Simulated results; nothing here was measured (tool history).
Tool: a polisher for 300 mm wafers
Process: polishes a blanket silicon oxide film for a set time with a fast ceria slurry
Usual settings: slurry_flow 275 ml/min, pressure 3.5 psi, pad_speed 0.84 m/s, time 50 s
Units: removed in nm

run	hour	slurry_flow	pressure	pad_speed	time	incoming thickness of the incoming film, nm	removed
1	0.0	275	3.5	0.84	50	2250.0	812.9
# hour 20.0: worn pad replaced by a new one
2	20.5	275	3.5	0.84	50	2294.4	827.0
3	31.4	275	3.5	0.84	50	2253.2	837.4
4	45.1	275	3.9	0.84	50	2282.4	919.3
5	61.5	275	3.5	0.84	45	2302.3	734.4
6	84.1	275	3.5	1.02	50	2261.4	920.2
7	90.2	275	3.5	0.84	50	2265.7	775.7
# hour 104.0: worn pad replaced by a new one
8	104.5	275	3.5	0.84	50	2262.5	821.6
9	119.3	275	3.5	0.84	50	2314.4	828.6
10	136.2	275	3.5	0.84	50	2277.8	812.1
# hour 148.2: head pressure recalibrated
11	171.7	275	3.5	0.84	50	2293.5	888.7
# hour 184.8: worn pad replaced by a new one
12	185.3	275	3.5	0.84	50	2324.6	919.1
13	197.4	275	3.3	0.60	50	2303.5	674.4
14	205.3	275	3.3	0.60	50	2310.9	660.3
15	221.7	275	3.3	0.60	50	2313.1	660.7
16	233.7	275	3.5	1.00	50	2284.9	1047.8
17	248.5	275	3.3	0.60	50	2288.0	635.3
18	254.9	275	3.5	0.84	50	2271.8	882.3
# hour 266.1: worn pad replaced by a new one
19	270.3	275	3.5	0.74	50	2326.1	837.5
20	282.9	275	4.1	0.84	50	2262.9	1092.9
21	292.5	275	3.5	0.84	50	2288.5	925.1
22	307.3	220	3.5	0.54	50	2308.7	628.2
23	318.2	275	4.2	0.84	50	2315.7	1081.2
24	325.2	275	2.5	0.72	68	2330.8	771.8
# hour 328.9: slurry nozzle cleaned
# hour 345.7: worn pad replaced by a new one
25	362.2	275	3.5	0.84	50	2271.1	923.0
26	377.4	230	3.9	0.72	58	2307.0	1015.4
27	388.2	230	3.1	1.04	57	2303.2	1071.5
28	404.7	310	3.5	0.84	39	2275.0	707.0
29	411.9	275	3.5	0.72	50	2314.6	780.7
30	421.9	275	3.5	0.84	50	2252.9	871.2
31	433.1	275	4.0	1.12	50	2325.1	1243.8

The tool's hidden state at each run:
slurry flow missing at the pad, %: 0 in every run
H1: removal rate lost through wear of the pad, %
H2: deviation of the head's pressure from its setpoint, %
run	H1	H2
1	5.35	-7.65
2	1.93	-8.15
3	2.06	-8.42
4	2.54	-8.76
5	3.59	-9.18
6	5.89	-9.78
7	6.67	-9.95
8	0.459	-10.3
9	0.684	-10.8
10	1.46	-11.2
11	4.87	0.464
12	0.366	0.449
13	0.518	0.43
14	0.769	0.414
15	1.67	0.375
16	2.66	0.34
17	4.26	0.29
18	5.09	0.265
19	0.23	0.201
20	0.485	0.141
21	0.884	0.0922
22	1.85	0.00987
23	2.82	-0.0559
24	3.57	-0.1
25	0.551	-0.366
26	1.26	-0.489
27	2.03	-0.582
28	3.64	-0.732
29	4.5	-0.801
30	5.87	-0.9
31	7.63	-1.01
